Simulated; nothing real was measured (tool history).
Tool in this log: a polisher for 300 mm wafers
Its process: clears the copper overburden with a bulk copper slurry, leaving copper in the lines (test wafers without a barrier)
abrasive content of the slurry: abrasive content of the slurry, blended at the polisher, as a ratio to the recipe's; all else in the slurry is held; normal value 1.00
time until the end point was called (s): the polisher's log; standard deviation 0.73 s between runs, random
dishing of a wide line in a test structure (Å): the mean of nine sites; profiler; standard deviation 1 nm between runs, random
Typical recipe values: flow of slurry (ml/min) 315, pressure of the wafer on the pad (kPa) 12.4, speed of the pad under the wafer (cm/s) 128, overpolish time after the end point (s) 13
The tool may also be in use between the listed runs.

run,hour,flow of slurry (ml/min),pressure of the wafer on the pad (kPa),speed of the pad under the wafer (cm/s),abrasive content of the slurry,overpolish time after the end point (s),wafers since the last listed run,wafers polished on this pad,hours since the slurry nozzle was cleaned,hours since the head pressure was calibrated,hours since the slurry blender was calibrated,"incoming thickness of the incoming film, nm",time until the end point was called (s),dishing of a wide line in a test structure (Å)
1,0.0,315,12.4,128,1.00,13,0,1531,109.5,234.9,159.4,527.8,68.1,532
2,20.6,315,12.4,128,1.00,13,206,1737,130.1,255.5,180.0,527.4,67.3,539
# hour 31.2: worn pad replaced by a new one
3,47.9,315,12.4,128,1.00,18,233,167,157.4,282.8,207.3,526.0,68.0,655
# hour 103.0: slurry nozzle cleaned
4,126.5,315,12.4,128,1.00,18,777,944,23.5,361.4,285.9,535.5,68.2,642
5,142.4,315,12.4,128,1.00,18,159,1104,39.4,377.3,301.8,520.0,68.5,650
# hour 164.6: slurry blender recalibrated
6,165.1,315,12.4,128,1.00,13,207,1311,62.1,400.0,0.5,524.1,64.6,559
7,181.1,315,12.4,128,1.00,13,160,1472,78.1,416.0,16.5,523.6,63.3,542
# hour 204.7: worn pad replaced by a new one
8,211.7,315,12.4,128,1.00,13,266,70,108.7,446.6,47.1,529.6,66.8,534
9,246.7,315,10.3,128,0.90,13,350,420,143.7,481.6,82.1,528.2,76.4,480
10,261.0,315,10.3,128,0.90,13,143,564,158.0,495.9,96.4,523.6,76.9,497
11,275.2,315,10.3,128,0.90,13,142,706,172.2,510.1,110.6,521.0,77.2,480
12,302.0,315,12.4,128,1.00,9,268,975,199.0,536.9,137.4,514.7,66.3,409
13,322.9,315,10.3,128,0.80,18,209,1184,219.9,557.8,158.3,522.3,78.6,583
# hour 329.7: slurry nozzle cleaned
14,338.9,315,12.4,128,1.15,13,150,1334,9.2,573.8,174.3,532.7,66.4,552
15,357.6,315,12.4,128,0.90,19,187,1522,27.9,592.5,193.0,532.6,71.1,671
# hour 368.1: worn pad replaced by a new one
16,390.3,315,9.0,116,1.25,19,287,222,60.6,625.2,225.7,518.8,87.7,557
17,447.0,315,12.4,128,1.00,13,568,791,117.3,681.9,282.4,531.7,68.6,535
18,468.2,315,16.5,164,0.70,10,212,1003,138.5,703.1,303.6,517.2,47.7,560
# hour 495.7: slurry blender recalibrated
# hour 498.3: head pressure recalibrated
19,498.8,260,11.0,166,1.00,8,266,1270,169.1,0.5,3.1,519.0,56.9,428
# hour 509.7: worn pad replaced by a new one
20,529.7,315,12.4,128,1.00,13,269,200,200.0,31.4,34.0,521.8,65.5,568
# hour 540.8: slurry nozzle cleaned
21,550.5,315,12.4,128,1.00,13,198,399,9.7,52.2,54.8,516.8,64.7,529
22,585.4,315,12.4,128,1.00,13,349,749,44.6,87.1,89.7,523.8,66.8,528
23,602.1,365,13.8,162,1.00,6,167,916,61.3,103.8,106.4,532.2,52.7,372
24,615.9,315,12.4,128,0.75,13,138,1054,75.1,117.6,120.2,518.1,68.5,523
25,646.7,315,12.4,104,1.00,13,308,1363,105.9,148.4,151.0,526.8,78.8,488
26,682.1,250,12.4,108,1.15,13,354,1718,141.3,183.8,186.4,527.9,76.8,496
# hour 688.1: worn pad replaced by a new one
27,710.5,315,12.4,128,0.90,19,244,224,169.7,212.2,214.8,515.8,69.4,664
28,739.8,315,12.4,104,1.00,13,293,518,199.0,241.5,244.1,528.8,80.4,480

Below are 4 alternative next runs, each starting from the tool's condition after run 28. Predict each:
A,740.2,315,12.4,128,1.00,13,4,522,199.4,241.9,244.5,522.0,?,?
B,740.2,250,12.4,128,1.00,6,4,522,199.4,241.9,244.5,522.0,?,?
C,740.2,370,15.9,166,1.00,13,4,522,199.4,241.9,244.5,522.0,?,?
D,740.2,215,12.4,108,1.00,6,4,522,199.4,241.9,244.5,522.0,?,?

run,time until the end point was called (s),dishing of a wide line in a test structure (Å)
A,68.8,542
B,69.6,295
C,46.4,713
D,79.5,263
Without the tool's unlogged condition, the same runs would have read:
run,time until the end point was called (s),dishing of a wide line in a test structure (Å)
A,65.3,562
B,66.1,308
C,44.0,735
D,75.5,275
